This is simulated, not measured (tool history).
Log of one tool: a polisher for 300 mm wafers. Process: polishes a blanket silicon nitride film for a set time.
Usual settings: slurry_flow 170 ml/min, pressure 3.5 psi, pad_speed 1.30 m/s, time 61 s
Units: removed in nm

run	day	slurry_flow	pressure	pad_speed	time	incoming thickness of the incoming film, nm	removed
1	0.000	170	2.9	1.56	61	741.4	166.2
2	1.088	170	2.9	1.56	61	754.5	164.7
3	2.004	170	3.5	1.30	52	745.0	148.3
4	2.854	170	3.5	1.30	52	749.7	150.8
# day 3.750: worn pad replaced by a new one
5	3.771	170	3.5	1.30	52	751.0	149.3
# day 5.179: head pressure recalibrated
6	5.200	170	3.5	1.30	61	746.0	155.5
7	5.717	170	3.5	1.30	61	742.9	155.1
8	6.371	170	3.5	1.30	61	756.2	153.2
9	7.350	170	3.5	1.30	61	752.2	153.5
10	8.242	135	4.5	1.30	68	762.4	216.9
# day 8.550: worn pad replaced by a new one
11	9.317	170	3.5	0.98	61	741.1	123.7
# day 9.725: slurry nozzle cleaned
12	10.271	170	3.5	1.30	74	758.9	189.0
13	11.246	170	3.5	1.30	61	763.7	157.0
14	12.292	190	3.5	0.92	80	750.6	155.6

What the log doesn't show, run by run:
removal rate lost through wear of the pad, %: 0 in every run
slurry flow missing at the pad, %: 0 in every run
H1: deviation of the head's pressure from its setpoint, %
run	H1
1	11.6
2	12.1
3	12.6
4	13
5	13.4
6	0.205
7	0.206
8	0.211
9	0.227
10	0.248
11	0.285
12	0.326
13	0.377
14	0.441
